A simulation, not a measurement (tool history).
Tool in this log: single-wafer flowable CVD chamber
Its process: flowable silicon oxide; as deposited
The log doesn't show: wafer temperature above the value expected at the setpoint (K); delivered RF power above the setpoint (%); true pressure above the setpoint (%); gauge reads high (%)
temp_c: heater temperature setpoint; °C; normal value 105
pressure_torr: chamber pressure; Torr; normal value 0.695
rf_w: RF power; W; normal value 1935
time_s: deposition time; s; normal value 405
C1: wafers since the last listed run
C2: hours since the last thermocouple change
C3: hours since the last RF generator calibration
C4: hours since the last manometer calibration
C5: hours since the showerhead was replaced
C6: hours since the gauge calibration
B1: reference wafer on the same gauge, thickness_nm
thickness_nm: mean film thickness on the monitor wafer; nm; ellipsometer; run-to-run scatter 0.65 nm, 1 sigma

{"run": 1, "day": 0.0, "temp_c": 105, "pressure_torr": 0.695, "rf_w": 1935, "time_s": 347, "C1": 0, "C2": 974.1, "C3": 767.1, "C4": 1784.5, "C5": 6518.4, "C6": 448.8, "B1": 187.134, "thickness_nm": 125.757}
{"run": 2, "day": 0.746, "temp_c": 105, "pressure_torr": 0.695, "rf_w": 1935, "time_s": 405, "C1": 48, "C2": 992.0, "C3": 785.0, "C4": 1802.4, "C5": 6536.3, "C6": 466.7, "B1": 187.291, "thickness_nm": 146.767}
{"run": 3, "day": 1.55, "temp_c": 105, "pressure_torr": 0.588, "rf_w": 1935, "time_s": 405, "C1": 52, "C2": 1011.3, "C3": 804.3, "C4": 1821.7, "C5": 6555.6, "C6": 486.0, "B1": 186.695, "thickness_nm": 123.509}
{"run": 4, "day": 3.046, "temp_c": 105, "pressure_torr": 0.588, "rf_w": 1935, "time_s": 405, "C1": 96, "C2": 1047.2, "C3": 840.2, "C4": 1857.6, "C5": 6591.5, "C6": 521.9, "B1": 187.158, "thickness_nm": 123.456}
{"run": 5, "day": 4.408, "temp_c": 105, "pressure_torr": 0.588, "rf_w": 1935, "time_s": 405, "C1": 88, "C2": 1079.9, "C3": 872.9, "C4": 1890.3, "C5": 6624.2, "C6": 554.6, "B1": 187.139, "thickness_nm": 123.531}
{"day": 6.071, "done": "RF generator calibrated"}
{"run": 6, "day": 6.092, "temp_c": 105, "pressure_torr": 0.695, "rf_w": 1935, "time_s": 405, "C1": 87, "C2": 1120.3, "C3": 0.5, "C4": 1930.7, "C5": 6664.6, "C6": 595.0, "B1": 187.008, "thickness_nm": 145.562}
{"run": 7, "day": 6.621, "temp_c": 105, "pressure_torr": 0.695, "rf_w": 1935, "time_s": 405, "C1": 34, "C2": 1133.0, "C3": 13.2, "C4": 1943.4, "C5": 6677.3, "C6": 607.7, "B1": 186.936, "thickness_nm": 146.844}
{"run": 8, "day": 7.746, "temp_c": 105, "pressure_torr": 0.695, "rf_w": 1935, "time_s": 405, "C1": 72, "C2": 1160.0, "C3": 40.2, "C4": 1970.4, "C5": 6704.3, "C6": 634.7, "B1": 186.902, "thickness_nm": 145.619}
{"run": 9, "day": 8.888, "temp_c": 112, "pressure_torr": 0.6, "rf_w": 1935, "time_s": 405, "C1": 74, "C2": 1187.4, "C3": 67.6, "C4": 1997.8, "C5": 6731.7, "C6": 662.1, "B1": 186.822, "thickness_nm": 97.808}
{"day": 10.192, "done": "thermocouple changed; heater temperature recalibrated"}
{"run": 10, "day": 10.212, "temp_c": 105, "pressure_torr": 0.764, "rf_w": 1935, "time_s": 405, "C1": 64, "C2": 0.5, "C3": 99.4, "C4": 2029.6, "C5": 6763.5, "C6": 693.9, "B1": 186.853, "thickness_nm": 160.245}
{"run": 11, "day": 11.042, "temp_c": 105, "pressure_torr": 0.695, "rf_w": 1935, "time_s": 405, "C1": 53, "C2": 20.4, "C3": 119.3, "C4": 2049.5, "C5": 6783.4, "C6": 713.8, "B1": 187.017, "thickness_nm": 146.025}
{"run": 12, "day": 12.154, "temp_c": 117, "pressure_torr": 0.605, "rf_w": 1710, "time_s": 405, "C1": 72, "C2": 47.1, "C3": 146.0, "C4": 2076.2, "C5": 6810.1, "C6": 740.5, "B1": 186.797, "thickness_nm": 77.553}
{"day": 13.533, "done": "gauge calibrated"}
{"day": 13.733, "done": "showerhead replaced"}
{"run": 13, "day": 13.754, "temp_c": 113, "pressure_torr": 0.862, "rf_w": 1935, "time_s": 458, "C1": 82, "C2": 85.5, "C3": 184.4, "C4": 2114.6, "C5": 0.5, "C6": 5.3, "B1": 186.77, "thickness_nm": 152.925}
{"run": 14, "day": 16.725, "temp_c": 105, "pressure_torr": 0.695, "rf_w": 1935, "time_s": 405, "C1": 192, "C2": 156.8, "C3": 255.7, "C4": 2185.9, "C5": 71.8, "C6": 76.6, "B1": 186.79, "thickness_nm": 145.083}
{"run": 15, "day": 17.404, "temp_c": 105, "pressure_torr": 0.695, "rf_w": 1935, "time_s": 351, "C1": 44, "C2": 173.1, "C3": 272.0, "C4": 2202.2, "C5": 88.1, "C6": 92.9, "B1": 186.659, "thickness_nm": 125.603}
{"run": 16, "day": 18.242, "temp_c": 105, "pressure_torr": 0.695, "rf_w": 1935, "time_s": 405, "C1": 54, "C2": 193.2, "C3": 292.1, "C4": 2222.3, "C5": 108.2, "C6": 113.0, "B1": 187.064, "thickness_nm": 145.201}
{"run": 17, "day": 19.117, "temp_c": 105, "pressure_torr": 0.695, "rf_w": 2090, "time_s": 342, "C1": 56, "C2": 214.2, "C3": 313.1, "C4": 2243.3, "C5": 129.2, "C6": 134.0, "B1": 187.147, "thickness_nm": 126.157}
{"run": 18, "day": 20.05, "temp_c": 101, "pressure_torr": 0.695, "rf_w": 1935, "time_s": 379, "C1": 60, "C2": 236.6, "C3": 335.5, "C4": 2265.7, "C5": 151.6, "C6": 156.4, "B1": 187.084, "thickness_nm": 160.036}
{"day": 20.562, "done": "capacitance manometer re-zeroed and calibrated"}
{"run": 19, "day": 20.975, "temp_c": 112, "pressure_torr": 0.6, "rf_w": 1935, "time_s": 405, "C1": 38, "C2": 258.8, "C3": 357.7, "C4": 9.9, "C5": 173.8, "C6": 178.6, "B1": 186.844, "thickness_nm": 106.102}
{"run": 20, "day": 22.279, "temp_c": 105, "pressure_torr": 0.695, "rf_w": 1935, "time_s": 405, "C1": 84, "C2": 290.1, "C3": 389.0, "C4": 41.2, "C5": 205.1, "C6": 209.9, "B1": 187.049, "thickness_nm": 159.181}
{"run": 21, "day": 23.483, "temp_c": 105, "pressure_torr": 0.695, "rf_w": 2310, "time_s": 405, "C1": 78, "C2": 319.0, "C3": 417.9, "C4": 70.1, "C5": 234.0, "C6": 238.8, "B1": 187.018, "thickness_nm": 166.711}
{"run": 22, "day": 24.308, "temp_c": 105, "pressure_torr": 0.695, "rf_w": 1935, "time_s": 405, "C1": 53, "C2": 338.8, "C3": 437.7, "C4": 89.9, "C5": 253.8, "C6": 258.6, "B1": 186.873, "thickness_nm": 157.598}
{"run": 23, "day": 25.696, "temp_c": 105, "pressure_torr": 0.695, "rf_w": 1935, "time_s": 405, "C1": 89, "C2": 372.1, "C3": 471.0, "C4": 123.2, "C5": 287.1, "C6": 291.9, "B1": 187.261, "thickness_nm": 157.861}
{"run": 24, "day": 26.2, "temp_c": 105, "pressure_torr": 0.857, "rf_w": 1935, "time_s": 405, "C1": 32, "C2": 384.2, "C3": 483.1, "C4": 135.3, "C5": 299.2, "C6": 304.0, "B1": 186.903, "thickness_nm": 193.102}
{"run": 25, "day": 29.471, "temp_c": 105, "pressure_torr": 0.695, "rf_w": 1935, "time_s": 405, "C1": 212, "C2": 462.7, "C3": 561.6, "C4": 213.8, "C5": 377.7, "C6": 382.5, "B1": 187.253, "thickness_nm": 156.762}
{"run": 26, "day": 30.154, "temp_c": 105, "pressure_torr": 0.695, "rf_w": 1685, "time_s": 454, "C1": 44, "C2": 479.1, "C3": 578.0, "C4": 230.2, "C5": 394.1, "C6": 398.9, "B1": 187.041, "thickness_nm": 163.362}
{"run": 27, "day": 30.738, "temp_c": 105, "pressure_torr": 0.695, "rf_w": 1935, "time_s": 405, "C1": 37, "C2": 493.1, "C3": 592.0, "C4": 244.2, "C5": 408.1, "C6": 412.9, "B1": 187.119, "thickness_nm": 156.271}
{"run": 28, "day": 31.542, "temp_c": 105, "pressure_torr": 0.605, "rf_w": 2315, "time_s": 478, "C1": 52, "C2": 512.4, "C3": 611.3, "C4": 263.5, "C5": 427.4, "C6": 432.2, "B1": 186.531, "thickness_nm": 169.028}
{"run": 29, "day": 32.808, "temp_c": 105, "pressure_torr": 0.837, "rf_w": 2255, "time_s": 358, "C1": 82, "C2": 542.8, "C3": 641.7, "C4": 293.9, "C5": 457.8, "C6": 462.6, "B1": 187.115, "thickness_nm": 172.915}

3 ways to go on from here, each from the tool as it stands after run 29. What would each give?
{"run": "A", "day": 32.829, "temp_c": 105, "pressure_torr": 0.695, "rf_w": 1935, "time_s": 405, "C1": 1, "C2": 543.3, "C3": 642.2, "C4": 294.4, "C5": 458.3, "C6": 463.1, "B1": "?", "thickness_nm": "?"}
{"run": "B", "day": 32.829, "temp_c": 91, "pressure_torr": 0.851, "rf_w": 2290, "time_s": 434, "C1": 1, "C2": 543.3, "C3": 642.2, "C4": 294.4, "C5": 458.3, "C6": 463.1, "B1": "?", "thickness_nm": "?"}
{"run": "C", "day": 32.829, "temp_c": 105, "pressure_torr": 0.82, "rf_w": 1935, "time_s": 470, "C1": 1, "C2": 543.3, "C3": 642.2, "C4": 294.4, "C5": 458.3, "C6": 463.1, "B1": "?", "thickness_nm": "?"}

run=A B1=187.335 thickness_nm=155.698
run=B B1=187.335 thickness_nm=363.334
run=C B1=187.335 thickness_nm=213.387
Had the tool no hidden state, the same runs would have come out as:
run=A thickness_nm=160.168
run=B thickness_nm=373.250
run=C thickness_nm=219.307

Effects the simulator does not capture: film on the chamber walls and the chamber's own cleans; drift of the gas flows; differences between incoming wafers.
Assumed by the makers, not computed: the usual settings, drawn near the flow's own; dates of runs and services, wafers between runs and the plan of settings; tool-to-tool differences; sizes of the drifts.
